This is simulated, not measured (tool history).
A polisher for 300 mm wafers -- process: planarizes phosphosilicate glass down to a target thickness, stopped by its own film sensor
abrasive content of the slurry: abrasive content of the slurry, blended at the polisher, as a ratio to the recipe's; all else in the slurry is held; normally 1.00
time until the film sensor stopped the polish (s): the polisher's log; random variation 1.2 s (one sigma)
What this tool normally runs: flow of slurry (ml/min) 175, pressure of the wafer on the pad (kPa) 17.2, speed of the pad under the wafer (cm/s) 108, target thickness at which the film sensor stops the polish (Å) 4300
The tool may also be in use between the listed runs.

run,hour,flow of slurry (ml/min),pressure of the wafer on the pad (kPa),speed of the pad under the wafer (cm/s),abrasive content of the slurry,target thickness at which the film sensor stops the polish (Å),wafers since the last listed run,wafers polished on this pad,hours since the slurry nozzle was cleaned,hours since the head pressure was calibrated,hours since the slurry blender was calibrated,hours since the conditioning disc was replaced,"incoming thickness of the incoming film, nm",time until the film sensor stopped the polish (s)
1,0.0,130,17.2,108,1.00,4300,0,868,582.7,1094.1,247.2,271.0,1193.4,127.6
2,12.8,145,17.2,108,1.00,4300,143,1011,595.5,1106.9,260.0,283.8,1189.5,123.6
# hour 19.9: worn pad replaced by a new one
3,30.1,175,17.2,116,1.00,4300,149,114,612.8,1124.2,277.3,301.1,1200.0,118.0
4,38.3,175,17.2,116,1.00,4300,91,206,621.0,1132.4,285.5,309.3,1185.7,118.1
5,53.1,175,17.2,116,1.00,4300,165,372,635.8,1147.2,300.3,324.1,1170.5,116.4
6,73.4,175,17.2,108,1.00,4300,227,600,656.1,1167.5,320.6,344.4,1186.8,123.5
# hour 81.4: conditioning disc replaced and pad reconditioned
# hour 82.7: slurry nozzle cleaned
7,87.8,175,17.2,108,1.00,4300,127,727,5.1,1181.9,335.0,6.4,1186.8,107.0
8,96.6,175,17.2,108,1.10,4300,98,826,13.9,1190.7,343.8,15.2,1173.2,102.1
# hour 110.7: worn pad replaced by a new one
9,113.6,120,17.2,108,1.00,4300,145,32,30.9,1207.7,360.8,32.2,1200.9,122.4
10,119.6,175,19.3,108,1.00,6920,67,99,36.9,1213.7,366.8,38.2,1205.4,69.4
11,129.7,175,17.2,108,1.00,4300,113,212,47.0,1223.8,376.9,48.3,1190.6,110.6
12,141.9,130,17.2,144,0.70,4300,136,349,59.2,1236.0,389.1,60.5,1203.6,119.9
# hour 151.6: head pressure recalibrated
13,154.8,175,17.2,108,0.70,6530,122,471,72.1,3.2,402.0,73.4,1215.6,97.0
14,161.4,175,17.2,82,0.80,2020,74,545,78.7,9.8,408.6,80.0,1207.0,187.9
15,171.9,115,15.2,126,1.10,4300,117,663,89.2,20.3,419.1,90.5,1205.9,125.2
# hour 185.2: worn pad replaced by a new one
16,185.7,175,14.5,108,1.00,4300,109,6,103.0,34.1,432.9,104.3,1197.9,135.0
17,190.8,145,17.2,108,1.00,4300,57,63,108.1,39.2,438.0,109.4,1177.8,118.0
18,205.5,175,17.2,108,1.00,6190,164,228,122.8,53.9,452.7,124.1,1193.4,87.9
19,217.2,200,17.2,132,1.00,4300,131,359,134.5,65.6,464.4,135.8,1194.7,103.5
# hour 224.5: slurry blender recalibrated
# hour 258.7: worn pad replaced by a new one
20,269.3,175,17.2,94,1.00,4300,516,118,186.6,117.7,44.8,187.9,1184.8,126.8
21,286.9,175,13.1,108,1.00,6190,197,315,204.2,135.3,62.4,205.5,1184.8,107.2
22,293.7,175,17.2,136,0.70,6020,76,391,211.0,142.1,69.2,212.3,1173.7,91.5
23,305.3,175,17.2,82,0.80,2020,130,522,222.6,153.7,80.8,223.9,1188.0,194.6
24,318.4,175,17.2,108,1.00,4300,146,668,235.7,166.8,93.9,237.0,1201.7,119.8
25,332.3,175,13.1,128,1.20,5000,155,824,249.6,180.7,107.8,250.9,1209.4,117.9

What if the next run were any one of these 4? Each begins from the tool's condition after run 25:
A,332.8,175,17.2,108,1.00,4300,5,830,250.1,181.2,108.3,251.4,1196.9,?
B,332.8,175,13.8,124,1.00,4300,5,830,250.1,181.2,108.3,251.4,1196.9,?
C,332.8,220,17.2,108,0.75,2570,5,830,250.1,181.2,108.3,251.4,1196.9,?
D,332.8,205,17.2,90,1.00,5230,5,830,250.1,181.2,108.3,251.4,1196.9,?

run,time until the film sensor stopped the polish (s)
A,120.1
B,131.8
C,160.1
D,112.6
Stripped of hidden state, with their random variation kept, the same runs would have yielded:
run,time until the film sensor stopped the polish (s)
A,106.2
B,117.4
C,141.5
D,100.7
